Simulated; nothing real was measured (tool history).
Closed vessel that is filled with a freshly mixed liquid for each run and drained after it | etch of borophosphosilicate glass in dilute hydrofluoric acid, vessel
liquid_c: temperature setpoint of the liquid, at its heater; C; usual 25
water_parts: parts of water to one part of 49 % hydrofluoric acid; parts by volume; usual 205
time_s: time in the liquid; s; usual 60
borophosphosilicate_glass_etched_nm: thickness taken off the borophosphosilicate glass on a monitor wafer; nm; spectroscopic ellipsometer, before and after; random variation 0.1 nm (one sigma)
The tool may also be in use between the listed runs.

| run | day | liquid_c | water_parts | time_s | wafers since the last listed run | hours since the thermometer was replaced | hours since the hydrofluoric acid flow meter was replaced | hours since the gauge calibration | read-back film thickness of the borophosphosilicate glass reference wafer, read on the same gauge (nm) | borophosphosilicate_glass_etched_nm |
|---|---|---|---|---|---|---|---|---|---|---|
| 1 | 0 | 25 | 205 | 60 | 0 | 1367.2 | 835.6 | 656.6 | 110.01 | 12.1 |
| 2 | 1.071 | 25 | 245 | 60 | 3060 | 1392.9 | 861.3 | 682.3 | 110 | 9.65 |
| 3 | 4.046 | 25 | 205 | 60 | 8501 | 1464.3 | 932.7 | 753.7 | 109.98 | 11.94 |
| 4 | 6.1 | 25 | 205 | 60 | 5870 | 1513.6 | 982 | 803 | 110 | 12.15 |
| 5 | 7.758 | 25 | 205 | 60 | 4739 | 1553.4 | 1021.8 | 842.8 | 110.03 | 11.98 |
| 6 | 9.096 | 25 | 205 | 60 | 3822 | 1585.5 | 1053.9 | 874.9 | 109.98 | 12.04 |
| 7 | 11.167 | 25 | 205 | 75 | 5917 | 1635.2 | 1103.6 | 924.6 | 110.02 | 15.01 |
| 8 | 12.2 | 25 | 205 | 35 | 2953 | 1660 | 1128.4 | 949.4 | 110.03 | 6.99 |
| 9 | 14.029 | 25 | 205 | 60 | 5227 | 1703.9 | 1172.3 | 993.3 | 110 | 11.7 |
| 10 | 15.304 | 25 | 235 | 60 | 3643 | 1734.5 | 1202.9 | 1023.9 | 109.99 | 9.95 |
| 11 | 16.567 | 25 | 235 | 60 | 3607 | 1764.8 | 1233.2 | 1054.2 | 110.03 | 10.23 |
|  | 16.858 | thermometer replaced |
| 12 | 18.517 | 25 | 235 | 60 | 5453 | 39.8 | 1280 | 1101 | 110.05 | 11.2 |
| 13 | 21.425 | 25 | 205 | 60 | 8311 | 109.6 | 1349.8 | 1170.8 | 110 | 13.03 |
| 14 | 23.212 | 23 | 205 | 60 | 5108 | 152.5 | 1392.7 | 1213.7 | 109.99 | 12.12 |
| 15 | 25.412 | 21 | 110 | 30 | 6287 | 205.3 | 1445.5 | 1266.5 | 110.01 | 11.58 |
| 16 | 26.854 | 25 | 205 | 60 | 4119 | 239.9 | 1480.1 | 1301.1 | 110.02 | 13.08 |
| 17 | 29.358 | 25 | 205 | 60 | 7156 | 300 | 1540.2 | 1361.2 | 110 | 13.09 |
| 18 | 31.167 | 29 | 205 | 80 | 5167 | 343.4 | 1583.6 | 1404.6 | 110.02 | 19.82 |
|  | 31.212 | gauge calibrated |
| 19 | 33.412 | 25 | 205 | 60 | 6418 | 397.3 | 1637.5 | 52.8 | 109.96 | 12.87 |
| 20 | 34.925 | 22 | 205 | 85 | 4322 | 433.6 | 1673.8 | 89.1 | 109.98 | 16.39 |
| 21 | 36.754 | 25 | 205 | 85 | 5227 | 477.5 | 1717.7 | 133 | 109.99 | 18.09 |
| 22 | 38.108 | 25 | 205 | 60 | 3869 | 510 | 1750.2 | 165.5 | 109.98 | 12.73 |
| 23 | 40.133 | 25 | 205 | 60 | 5787 | 558.6 | 1798.8 | 214.1 | 109.99 | 12.78 |
|  | 40.675 | hydrofluoric acid flow meter replaced |
| 24 | 41.725 | 25 | 205 | 30 | 4429 | 596.8 | 25.2 | 252.3 | 110.02 | 6.35 |
| 25 | 43.367 | 22 | 160 | 95 | 4691 | 636.2 | 64.6 | 291.7 | 109.99 | 23.9 |
| 26 | 45.371 | 30 | 205 | 60 | 5727 | 684.3 | 112.7 | 339.8 | 110.01 | 15.29 |

Forecast run 27:
| 27 | 46.925 | 27 | 205 | 60 | 4441 | 721.6 | 150 | 377.1 | ? | ? |

{"run 27": {"read-back film thickness of the borophosphosilicate glass reference wafer, read on the same gauge (nm)": 110.02, "borophosphosilicate_glass_etched_nm": 13.76}}
Without the tool's hidden state the same run would have given borophosphosilicate_glass_etched_nm 14.32 nm.
